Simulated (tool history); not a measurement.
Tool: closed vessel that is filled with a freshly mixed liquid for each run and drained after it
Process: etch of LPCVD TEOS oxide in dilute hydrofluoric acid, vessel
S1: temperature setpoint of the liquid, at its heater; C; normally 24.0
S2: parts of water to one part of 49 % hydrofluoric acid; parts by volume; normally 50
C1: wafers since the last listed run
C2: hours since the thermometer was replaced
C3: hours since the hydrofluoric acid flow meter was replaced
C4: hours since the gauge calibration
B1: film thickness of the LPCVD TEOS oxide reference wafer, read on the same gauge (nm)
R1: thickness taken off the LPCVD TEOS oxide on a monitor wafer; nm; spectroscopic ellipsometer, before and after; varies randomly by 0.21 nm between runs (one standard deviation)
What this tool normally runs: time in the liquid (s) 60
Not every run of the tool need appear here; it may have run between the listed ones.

Run 1, day 0.000: usual settings; C1 0; C2 1393.9; C3 422.9; C4 470.0; B1 130.02. Result: R1 23.08 nm.
Run 2, day 2.638: usual settings; C1 6097; C2 1457.2; C3 486.2; C4 533.3; B1 130.02. Result: R1 23.88 nm.
At day 3.162: gauge calibrated.
Run 3, day 3.888: usual settings but S1 20.5 C, time in the liquid (s) 70; C1 2890; C2 1487.2; C3 516.2; C4 17.4; B1 129.99. Result: R1 23.87 nm.
Run 4, day 6.296: usual settings but S1 20.5 C, time in the liquid (s) 70; C1 5568; C2 1545.0; C3 574.0; C4 75.2; B1 130.00. Result: R1 23.80 nm.
Run 5, day 8.804: usual settings but time in the liquid (s) 80; C1 5799; C2 1605.2; C3 634.2; C4 135.4; B1 130.00. Result: R1 31.86 nm.
Run 6, day 11.508: usual settings but time in the liquid (s) 80; C1 6252; C2 1670.1; C3 699.1; C4 200.3; B1 130.00. Result: R1 32.28 nm.
Run 7, day 13.846: usual settings; C1 5404; C2 1726.2; C3 755.2; C4 256.4; B1 130.01. Result: R1 24.37 nm.
Run 8, day 16.188: usual settings; C1 5413; C2 1782.4; C3 811.4; C4 312.6; B1 130.01. Result: R1 24.30 nm.
Run 9, day 17.904: usual settings but S1 27.0 C, S2 60 parts by volume, time in the liquid (s) 40; C1 3968; C2 1823.6; C3 852.6; C4 353.8; B1 130.00. Result: R1 15.18 nm.
At day 20.854: hydrofluoric acid flow meter replaced.
Run 10, day 23.100: usual settings but S2 70 parts by volume; C1 11916; C2 1948.3; C3 53.9; C4 478.5; B1 130.00. Result: R1 15.42 nm.
Run 11, day 24.571: usual settings but time in the liquid (s) 50; C1 3400; C2 1983.6; C3 89.2; C4 513.8; B1 130.00. Result: R1 18.89 nm.
At day 24.700: thermometer replaced.
At day 25.250: gauge calibrated.
Run 12, day 26.750: usual settings; C1 4941; C2 49.2; C3 141.5; C4 36.0; B1 130.00. Result: R1 23.13 nm.
Run 13, day 27.954: usual settings but S1 25.5 C; C1 2784; C2 78.1; C3 170.4; C4 64.9; B1 130.01. Result: R1 24.27 nm.
Run 14, day 29.217: usual settings but S1 27.0 C; C1 2918; C2 108.4; C3 200.7; C4 95.2; B1 130.00. Result: R1 26.02 nm.
Run 15, day 31.804: usual settings; C1 5982; C2 170.5; C3 262.8; C4 157.3; B1 130.01. Result: R1 23.21 nm.

Run 16 comes next. What will it give?
Run 16, day 33.183: usual settings but S1 25.5 C, S2 30 parts by volume, time in the liquid (s) 70; C1 3188; C2 203.6; C3 295.9; C4 190.4; B1 ?. Result: R1 ?.

Run 16 yielded B1 130.00, R1 49.63 nm.
On a tool with no hidden condition, and with the same random variation, this run would have come out at R1 47.12 nm.

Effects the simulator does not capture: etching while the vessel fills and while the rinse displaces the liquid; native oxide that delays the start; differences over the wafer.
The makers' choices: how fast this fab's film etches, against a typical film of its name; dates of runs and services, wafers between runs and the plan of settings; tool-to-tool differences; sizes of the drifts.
